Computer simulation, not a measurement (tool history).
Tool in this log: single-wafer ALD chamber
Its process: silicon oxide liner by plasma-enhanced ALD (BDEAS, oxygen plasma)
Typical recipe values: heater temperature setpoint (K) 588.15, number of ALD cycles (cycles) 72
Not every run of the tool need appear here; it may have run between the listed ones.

run    hour  heater temperature setpoint (K)  number of ALD cycles (cycles)  read-back reference wafer on the same gauge, thickness_nm  mean film thickness on the monitor wafer (nm)
  1       0                           588.15                             80                                                      6.484                                          7.379
  2    32.5                           591.15                             72                                                      6.484                                          6.616
  3      96                           591.15                             72                                                      6.486                                          6.583
  4   148.7                           591.15                             72                                                      6.491                                          6.627
  5   203.7                           588.15                             72                                                      6.495                                          6.648
  6   233.9                           588.15                             72                                                      6.494                                          6.635
      272.7  -- thermocouple changed; heater temperature recalibrated
  7   445.4                           588.15                             72                                                      6.494                                          6.634
  8   484.9                           588.15                             72                                                      6.487                                          6.637
  9     540                           580.15                             72                                                      6.485                                          6.703
 10   564.9                           580.15                             72                                                       6.49                                          6.685
 11   625.8                           588.15                             72                                                      6.489                                          6.615
 12   673.1                           588.15                             72                                                      6.499                                          6.588
 13   737.4                           588.15                             72                                                      6.487                                          6.614
 14     769                           588.15                             72                                                      6.492                                           6.64
 15   927.3                           588.15                             72                                                       6.49                                          6.653
 16   976.9                           588.15                             72                                                       6.49                                          6.604
 17  1021.6                           588.15                             62                                                      6.489                                          5.711
 18  1062.1                           588.15                             62                                                      6.489                                          5.706
 19  1099.5                           588.15                             62                                                      6.481                                          5.711
 20  1161.8                           588.15                             72                                                      6.492                                          6.655
 21    1206                           588.15                             72                                                      6.496                                          6.642
     1235.2  -- thermocouple changed; heater temperature recalibrated
 22  1240.3                           588.15                             72                                                      6.487                                          6.588
 23  1281.8                           588.15                             72                                                      6.499                                          6.626
 24  1315.9                           594.15                             77                                                      6.494                                          7.001
 25  1375.6                           588.15                             72                                                      6.482                                          6.599
     1384.9  -- gauge calibrated
 26  1446.7                           602.15                             65                                                      6.494                                          5.834
 27    1490                           588.15                             72                                                      6.494                                          6.623
 28  1559.9                           597.15                             59                                                      6.496                                          5.341
 29  1596.3                           578.15                             67                                                      6.485                                          6.262
 30  1664.1                           584.15                             76                                                      6.488                                          7.063
 31  1704.2                           592.15                             78                                                      6.489                                          7.157
 32  1742.6                           603.15                             68                                                      6.489                                          6.145
 33    1790                           601.15                             77                                                      6.491                                           6.97
 34  1825.9                           574.15                             72                                                      6.492                                          6.896
 35    1862                           596.15                             76                                                      6.491                                          6.941
 36  1908.9                           588.15                             72                                                      6.497                                          6.661
 37  1954.3                           599.15                             80                                                      6.491                                           7.25
 38  2001.8                           588.15                             72                                                      6.483                                          6.654
 39  2059.9                           588.15                             72                                                      6.487                                          6.666
     2095.9  -- thermocouple changed; heater temperature recalibrated
 40  2126.3                           579.15                             60                                                      6.494                                          5.548
 41  2170.8                           588.15                             72                                                      6.491                                          6.571
 42  2223.6                           600.15                             64                                                       6.49                                          5.752
 43    2275                           594.15                             81                                                      6.486                                          7.312
 44  2335.8                           602.15                             63                                                      6.494                                          5.668
 45  2369.3                           588.15                             76                                                      6.494                                          6.958

Give the tool's hidden conditions for every run:
gauge reads high (%): 0 in every run
H1: wafer temperature above the value expected at the setpoint (K)
run      H1
  1   -3.52
  2   -3.73
  3   -4.13
  4   -4.47
  5   -4.82
  6   -5.01
  7  -0.573
  8  -0.824
  9   -1.17
 10   -1.33
 11   -1.72
 12   -2.02
 13   -2.43
 14   -2.63
 15   -3.63
 16   -3.95
 17   -4.23
 18   -4.49
 19   -4.73
 20   -5.12
 21    -5.4
 22  -0.934
 23    -1.2
 24   -1.41
 25   -1.79
 26   -2.24
 27   -2.52
 28   -2.96
 29   -3.19
 30   -3.62
 31   -3.88
 32   -4.12
 33   -4.42
 34   -4.65
 35   -4.88
 36   -5.18
 37   -5.47
 38   -5.77
 39   -6.14
 40   0.776
 41   0.493
 42   0.158
 43  -0.168
 44  -0.554
 45  -0.767
